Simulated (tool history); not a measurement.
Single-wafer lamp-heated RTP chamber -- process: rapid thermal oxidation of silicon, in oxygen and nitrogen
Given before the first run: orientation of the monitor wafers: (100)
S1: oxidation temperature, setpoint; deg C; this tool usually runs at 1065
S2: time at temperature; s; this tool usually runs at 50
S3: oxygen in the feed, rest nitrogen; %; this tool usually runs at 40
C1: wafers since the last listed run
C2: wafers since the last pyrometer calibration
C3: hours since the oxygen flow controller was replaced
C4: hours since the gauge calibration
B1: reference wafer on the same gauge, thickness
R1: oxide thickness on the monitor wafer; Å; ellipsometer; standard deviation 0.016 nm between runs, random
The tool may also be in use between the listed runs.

run 1 day=0.000 | S1=1065 S2=50 S3=40 | C1=0 C2=6857 C3=5601.5 C4=356.5 | B1=5.083 | R1=60.93
run 2 day=0.254 | S1=1065 S2=50 S3=40 | C1=55 C2=6912 C3=5607.6 C4=362.6 | B1=5.077 | R1=61.17
run 3 day=1.004 | S1=1065 S2=50 S3=40 | C1=162 C2=7075 C3=5625.6 C4=380.6 | B1=5.083 | R1=60.66
run 4 day=1.504 | S1=1065 S2=50 S3=40 | C1=108 C2=7183 C3=5637.6 C4=392.6 | B1=5.080 | R1=60.81
run 5 day=1.800 | S1=1065 S2=50 S3=40 | C1=64 C2=7247 C3=5644.7 C4=399.7 | B1=5.079 | R1=60.76
run 6 day=2.467 | S1=1065 S2=50 S3=40 | C1=144 C2=7392 C3=5660.7 C4=415.7 | B1=5.083 | R1=60.88
run 7 day=2.850 | S1=1065 S2=50 S3=40 | C1=83 C2=7475 C3=5669.9 C4=424.9 | B1=5.087 | R1=61.18
run 8 day=3.100 | S1=1065 S2=50 S3=40 | C1=54 C2=7529 C3=5675.9 C4=430.9 | B1=5.086 | R1=61.21
run 9 day=3.729 | S1=1065 S2=34 S3=40 | C1=136 C2=7665 C3=5691.0 C4=446.0 | B1=5.076 | R1=51.96
run 10 day=4.192 | S1=1065 S2=34 S3=40 | C1=100 C2=7766 C3=5702.1 C4=457.1 | B1=5.079 | R1=52.20
run 11 day=4.533 | S1=1065 S2=63 S3=40 | C1=74 C2=7840 C3=5710.3 C4=465.3 | B1=5.081 | R1=68.46
run 12 day=5.017 | S1=1065 S2=63 S3=40 | C1=104 C2=7944 C3=5721.9 C4=476.9 | B1=5.077 | R1=68.23
-- day=5.717 pyrometer window cleaned and pyrometer calibrated
run 13 day=5.738 | S1=1065 S2=63 S3=40 | C1=84 C2=4 C3=5739.2 C4=494.2 | B1=5.079 | R1=70.20
run 14 day=6.117 | S1=1065 S2=55 S3=27 | C1=82 C2=86 C3=5748.3 C4=503.3 | B1=5.088 | R1=57.62
run 15 day=6.583 | S1=1065 S2=55 S3=27 | C1=101 C2=187 C3=5759.5 C4=514.5 | B1=5.079 | R1=58.04
run 16 day=6.950 | S1=1054 S2=31 S3=40 | C1=79 C2=267 C3=5768.3 C4=523.3 | B1=5.080 | R1=48.35
run 17 day=7.354 | S1=1056 S2=68 S3=56 | C1=87 C2=354 C3=5778.0 C4=533.0 | B1=5.086 | R1=77.36
run 18 day=7.688 | S1=1065 S2=50 S3=40 | C1=72 C2=427 C3=5786.0 C4=541.0 | B1=5.079 | R1=63.82
run 19 day=7.979 | S1=1065 S2=55 S3=27 | C1=63 C2=490 C3=5793.0 C4=548.0 | B1=5.074 | R1=57.85
run 20 day=8.517 | S1=1088 S2=37 S3=50 | C1=116 C2=606 C3=5805.9 C4=560.9 | B1=5.078 | R1=69.90
run 21 day=9.012 | S1=1065 S2=50 S3=61 | C1=107 C2=714 C3=5817.8 C4=572.8 | B1=5.083 | R1=73.87
run 22 day=9.412 | S1=1065 S2=50 S3=40 | C1=86 C2=801 C3=5827.4 C4=582.4 | B1=5.084 | R1=64.11
run 23 day=9.938 | S1=1065 S2=50 S3=40 | C1=113 C2=915 C3=5840.0 C4=595.0 | B1=5.079 | R1=63.58
run 24 day=10.596 | S1=1065 S2=50 S3=40 | C1=142 C2=1057 C3=5855.8 C4=610.8 | B1=5.081 | R1=63.59
run 25 day=10.946 | S1=1065 S2=50 S3=40 | C1=75 C2=1133 C3=5864.2 C4=619.2 | B1=5.082 | R1=63.76
-- day=11.350 pyrometer window cleaned and pyrometer calibrated, repeated, since the last time left the tool worse
-- day=11.746 gauge calibrated
-- day=11.862 oxygen flow controller replaced
run 26 day=11.883 | S1=1065 S2=58 S3=40 | C1=58 C2=43 C3=0.5 C4=3.3 | B1=5.083 | R1=62.43
run 27 day=13.000 | S1=1065 S2=50 S3=40 | C1=242 C2=285 C3=27.3 C4=30.1 | B1=5.077 | R1=58.45
run 28 day=13.696 | S1=1085 S2=50 S3=50 | C1=150 C2=435 C3=44.0 C4=46.8 | B1=5.078 | R1=72.51
run 29 day=14.138 | S1=1065 S2=50 S3=40 | C1=95 C2=531 C3=54.6 C4=57.4 | B1=5.078 | R1=58.59
run 30 day=14.508 | S1=1048 S2=30 S3=40 | C1=80 C2=612 C3=63.5 C4=66.3 | B1=5.077 | R1=42.16
run 31 day=14.796 | S1=1065 S2=50 S3=40 | C1=62 C2=674 C3=70.4 C4=73.2 | B1=5.082 | R1=58.63
run 32 day=15.412 | S1=1065 S2=50 S3=31 | C1=133 C2=808 C3=85.2 C4=88.0 | B1=5.080 | R1=53.64
run 33 day=15.667 | S1=1042 S2=59 S3=40 | C1=55 C2=863 C3=91.3 C4=94.1 | B1=5.076 | R1=53.85
run 34 day=16.246 | S1=1065 S2=42 S3=40 | C1=125 C2=988 C3=105.2 C4=108.0 | B1=5.083 | R1=54.33
run 35 day=16.879 | S1=1065 S2=60 S3=40 | C1=137 C2=1126 C3=120.4 C4=123.2 | B1=5.081 | R1=63.44
run 36 day=17.612 | S1=1065 S2=41 S3=40 | C1=158 C2=1285 C3=138.0 C4=140.8 | B1=5.083 | R1=53.72
run 37 day=18.304 | S1=1065 S2=50 S3=40 | C1=149 C2=1435 C3=154.6 C4=157.4 | B1=5.081 | R1=58.22
run 38 day=18.912 | S1=1036 S2=27 S3=40 | C1=131 C2=1566 C3=169.2 C4=172.0 | B1=5.082 | R1=37.65
run 39 day=20.921 | S1=1065 S2=65 S3=40 | C1=435 C2=2002 C3=217.4 C4=220.2 | B1=5.076 | R1=65.71

Each row is a separate what-if for the run after 39, all from the same tool condition, not one after another. Results?
run A day=20.942 | S1=1065 S2=50 S3=40 | C1=4 C2=2006 C3=217.9 C4=220.7 | B1=? | R1=?
run B day=20.942 | S1=1093 S2=25 S3=24 | C1=4 C2=2006 C3=217.9 C4=220.7 | B1=? | R1=?
run C day=20.942 | S1=1065 S2=74 S3=40 | C1=4 C2=2006 C3=217.9 C4=220.7 | B1=? | R1=?

run=A B1=5.077 R1=58.56
run=B B1=5.077 R1=43.90
run=C B1=5.077 R1=69.57
With no hidden state in the tool, these same runs would have given:
run=A R1=58.37
run=B R1=43.77
run=C R1=69.34

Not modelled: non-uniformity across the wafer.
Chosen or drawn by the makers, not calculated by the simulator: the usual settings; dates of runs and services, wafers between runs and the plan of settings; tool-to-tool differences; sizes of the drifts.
